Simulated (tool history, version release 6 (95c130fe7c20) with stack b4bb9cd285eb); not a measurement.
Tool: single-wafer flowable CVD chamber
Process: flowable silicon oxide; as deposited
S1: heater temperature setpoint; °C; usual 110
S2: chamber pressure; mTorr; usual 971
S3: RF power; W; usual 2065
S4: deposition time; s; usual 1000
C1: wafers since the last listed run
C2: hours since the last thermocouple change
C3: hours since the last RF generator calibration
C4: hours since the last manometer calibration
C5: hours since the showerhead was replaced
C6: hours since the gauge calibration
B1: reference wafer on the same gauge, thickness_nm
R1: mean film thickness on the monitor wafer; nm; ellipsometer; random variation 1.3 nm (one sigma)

Run 1, hour 0: usual settings but S2 1047 mTorr; C1 0; C2 944.6; C3 1516.9; C4 610.7; C5 4014.4; C6 502.2; B1 444.251. Result: R1 547.782 nm.
Run 2, hour 19.6: usual settings but S1 106 °C, S4 880 s; C1 24; C2 964.2; C3 1536.5; C4 630.3; C5 4034; C6 521.8; B1 444.12. Result: R1 519.731 nm.
Run 3, hour 33: usual settings but S3 1740 W; C1 16; C2 977.6; C3 1549.9; C4 643.7; C5 4047.4; C6 535.2; B1 444.278. Result: R1 481.796 nm.
Run 4, hour 58.9: usual settings; C1 32; C2 1003.5; C3 1575.8; C4 669.6; C5 4073.3; C6 561.1; B1 444.042. Result: R1 506.934 nm.
At hour 69: gauge calibrated.
Run 5, hour 71.8: usual settings; C1 16; C2 1016.4; C3 1588.7; C4 682.5; C5 4086.2; C6 2.8; B1 443.704. Result: R1 507.486 nm.
Run 6, hour 92.6: usual settings; C1 26; C2 1037.2; C3 1609.5; C4 703.3; C5 4107; C6 23.6; B1 444.196. Result: R1 507.472 nm.
Run 7, hour 158.3: usual settings; C1 83; C2 1102.9; C3 1675.2; C4 769; C5 4172.7; C6 89.3; B1 443.835. Result: R1 506.992 nm.
Run 8, hour 189.4: usual settings; C1 39; C2 1134; C3 1706.3; C4 800.1; C5 4203.8; C6 120.4; B1 444.033. Result: R1 508.361 nm.
Run 9, hour 213.5: usual settings; C1 30; C2 1158.1; C3 1730.4; C4 824.2; C5 4227.9; C6 144.5; B1 444.191. Result: R1 505.805 nm.
Run 10, hour 281.2: usual settings; C1 85; C2 1225.8; C3 1798.1; C4 891.9; C5 4295.6; C6 212.2; B1 443.699. Result: R1 507.803 nm.
Run 11, hour 299: usual settings but S1 99 °C, S4 1120 s; C1 22; C2 1243.6; C3 1815.9; C4 909.7; C5 4313.4; C6 230; B1 443.744. Result: R1 858.893 nm.
Run 12, hour 329.4: usual settings but S1 99 °C, S4 1120 s; C1 38; C2 1274; C3 1846.3; C4 940.1; C5 4343.8; C6 260.4; B1 444.167. Result: R1 859.023 nm.
Run 13, hour 349.6: usual settings; C1 25; C2 1294.2; C3 1866.5; C4 960.3; C5 4364; C6 280.6; B1 444.14. Result: R1 506.112 nm.
At hour 360.1: thermocouple changed; heater temperature recalibrated.
At hour 435.9: RF generator calibrated.
Run 14, hour 440.2: usual settings but S4 870 s; C1 94; C2 80.1; C3 4.3; C4 1050.9; C5 4454.6; C6 371.2; B1 444.124. Result: R1 443.585 nm.
At hour 463.9: showerhead replaced.
Run 15, hour 464.4: usual settings; C1 20; C2 104.3; C3 28.5; C4 1075.1; C5 0.5; C6 395.4; B1 444.187. Result: R1 508.363 nm.
Run 16, hour 487.6: usual settings but S1 114 °C, S2 1197 mTorr, S3 1700 W, S4 930 s; C1 29; C2 127.5; C3 51.7; C4 1098.3; C5 23.7; C6 418.6; B1 444.145. Result: R1 472.462 nm.
Run 17, hour 513.7: usual settings but S1 119 °C, S3 2285 W; C1 33; C2 153.6; C3 77.8; C4 1124.4; C5 49.8; C6 444.7; B1 444.342. Result: R1 379.188 nm.
Run 18, hour 537.1: usual settings but S1 117 °C, S2 842 mTorr; C1 29; C2 177; C3 101.2; C4 1147.8; C5 73.2; C6 468.1; B1 443.902. Result: R1 344.257 nm.
Run 19, hour 555.6: usual settings but S3 1930 W, S4 910 s; C1 23; C2 195.5; C3 119.7; C4 1166.3; C5 91.7; C6 486.6; B1 444.313. Result: R1 453.433 nm.
At hour 592.4: capacitance manometer re-zeroed and calibrated.
Run 20, hour 592.9: usual settings; C1 37; C2 232.8; C3 157; C4 0.5; C5 129; C6 523.9; B1 443.994. Result: R1 506.364 nm.
At hour 614.1: gauge calibrated.
Run 21, hour 626.4: usual settings but S4 1200 s; C1 42; C2 266.3; C3 190.5; C4 34; C5 162.5; C6 12.3; B1 444.464. Result: R1 610.958 nm.
Run 22, hour 645.3: usual settings; C1 23; C2 285.2; C3 209.4; C4 52.9; C5 181.4; C6 31.2; B1 444.212. Result: R1 506.883 nm.
Run 23, hour 668: usual settings but S1 100 °C, S2 846 mTorr, S4 900 s; C1 28; C2 307.9; C3 232.1; C4 75.6; C5 204.1; C6 53.9; B1 443.817. Result: R1 579.211 nm.
Run 24, hour 698.5: usual settings but S1 119 °C, S2 1042 mTorr, S3 1855 W, S4 1110 s; C1 38; C2 338.4; C3 262.6; C4 106.1; C5 234.6; C6 84.4; B1 444.163. Result: R1 427.88 nm.
Run 25, hour 718: usual settings but S1 97 °C, S2 880 mTorr, S3 2230 W, S4 950 s; C1 24; C2 357.9; C3 282.1; C4 125.6; C5 254.1; C6 103.9; B1 443.948. Result: R1 724.092 nm.
Run 26, hour 765.2: usual settings but S1 96 °C; C1 59; C2 405.1; C3 329.3; C4 172.8; C5 301.3; C6 151.1; B1 444.23. Result: R1 861.696 nm.
Run 27, hour 796.4: usual settings but S1 97 °C, S2 880 mTorr, S3 2230 W, S4 950 s; C1 39; C2 436.3; C3 360.5; C4 204; C5 332.5; C6 182.3; B1 444.104. Result: R1 722.56 nm.

5 ways to go on from here, each from the tool as it stands after run 27. What would each give?
Run A, hour 797.1: usual settings but S1 102 °C; C1 0; C2 437; C3 361.2; C4 204.7; C5 333.2; C6 183; B1 ?. Result: R1 ?.
Run B, hour 797.1: usual settings but S1 104 °C, S2 759 mTorr, S4 830 s; C1 0; C2 437; C3 361.2; C4 204.7; C5 333.2; C6 183; B1 ?. Result: R1 ?.
Run C, hour 797.1: usual settings but S1 124 °C, S3 1710 W; C1 0; C2 437; C3 361.2; C4 204.7; C5 333.2; C6 183; B1 ?. Result: R1 ?.
Run D, hour 797.1: usual settings but S1 100 °C, S2 864 mTorr, S3 1675 W; C1 0; C2 437; C3 361.2; C4 204.7; C5 333.2; C6 183; B1 ?. Result: R1 ?.
Run E, hour 797.1: usual settings but S3 1910 W, S4 1150 s; C1 0; C2 437; C3 361.2; C4 204.7; C5 333.2; C6 183; B1 ?. Result: R1 ?.

run       B1       R1
  A  444.245  688.127
  B  444.245  413.118
  C  444.245  300.858
  D  444.245   620.76
  E  444.245  572.856
Without the tool's hidden state the same runs would have given:
run       R1
  A  688.127
  B  413.118
  C  300.858
  D   620.76
  E  572.856

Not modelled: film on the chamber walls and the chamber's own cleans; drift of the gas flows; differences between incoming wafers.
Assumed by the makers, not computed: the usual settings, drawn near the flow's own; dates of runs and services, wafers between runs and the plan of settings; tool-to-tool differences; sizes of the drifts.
